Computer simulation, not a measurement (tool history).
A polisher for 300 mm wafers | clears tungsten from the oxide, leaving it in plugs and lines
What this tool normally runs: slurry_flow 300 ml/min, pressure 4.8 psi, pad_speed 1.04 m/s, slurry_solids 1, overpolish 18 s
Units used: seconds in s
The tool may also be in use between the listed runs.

run	hour	slurry_flow	pressure	pad_speed	slurry_solids	overpolish	wafers since the last listed run	wafers polished on this pad	hours since the slurry nozzle was cleaned	hours since the head pressure was calibrated	hours since the slurry blender was calibrated	hours since the slurry got fresh peroxide	incoming thickness of the incoming film, nm	seconds
1	0	360	4.8	1.04	1	18	0	751	3	858	209.6	87	453.1	78.9
2	12	360	4.8	1.04	1	18	94	845	15	870	221.6	99	446.4	78.3
# hour 16.7: worn pad replaced by a new one
3	24.6	300	4.8	1.04	1	18	67	62	27.6	882.6	234.2	111.6	454.4	81.6
4	49.2	300	4.8	1.04	1	18	192	254	52.2	907.2	258.8	136.2	459.3	82.4
# hour 57.3: slurry tank refilled with fresh slurry and peroxide
5	71.3	300	4.8	1.04	1	18	165	420	74.3	929.3	280.9	14	454	84.9
6	93.4	300	6	1.04	1	18	173	593	96.4	951.4	303	36.1	441.5	67.4
7	128.9	300	4.8	1.04	1	18	278	872	131.9	986.9	338.5	71.6	445.6	86.2
# hour 135.3: worn pad replaced by a new one
# hour 142.2: slurry blender recalibrated
8	142.7	300	4.8	1.04	1	18	61	42	145.7	1000.7	0.5	85.4	453.1	79.8
9	160	300	5.6	1.04	1	18	135	178	163	1018	17.8	102.7	454.5	68.2
# hour 180.5: head pressure recalibrated
# hour 182: slurry tank refilled with fresh slurry and peroxide
10	193.4	300	4.8	1.04	1	18	238	416	196.4	12.9	51.2	11.4	445.6	78.2
# hour 197.7: slurry nozzle cleaned
11	215.5	300	4.8	1.04	1	11	165	581	17.8	35	73.3	33.5	441	75.2
12	233.3	385	4.8	1.34	1	22	139	721	35.6	52.8	91.1	51.3	445.2	62.6
13	245.6	300	4.8	1.04	1	18	96	817	47.9	65.1	103.4	63.6	446.7	76.2
# hour 253: worn pad replaced by a new one
14	278.5	300	4.8	0.84	1	18	226	200	80.8	98	136.3	96.5	454.3	96.2
15	292.3	300	4.8	1.04	1.3	18	108	308	94.6	111.8	150.1	110.3	451.3	73.4
16	305.3	245	4.8	1.04	1	18	101	410	107.6	124.8	163.1	123.3	444.4	80.9
# hour 307.2: slurry tank refilled with fresh slurry and peroxide
17	328.5	370	5.2	1.36	1	11	174	584	130.8	148	186.3	21.3	453.9	58.9

What if the next run were any one of these 3? Each begins from the tool's condition after run 17:
A	329	300	3.7	1.04	1	18	3	588	131.3	148.5	186.8	21.8	453.6	?
B	329	300	4.8	0.9	1.15	18	3	588	131.3	148.5	186.8	21.8	453.6	?
C	329	300	4.8	1.04	0.85	18	3	588	131.3	148.5	186.8	21.8	453.6	?

run	seconds
A	107.7
B	91.2
C	85.8
Stripped of hidden state, with their random variation kept, the same runs would have yielded:
run	seconds
A	103.9
B	88
C	82.8
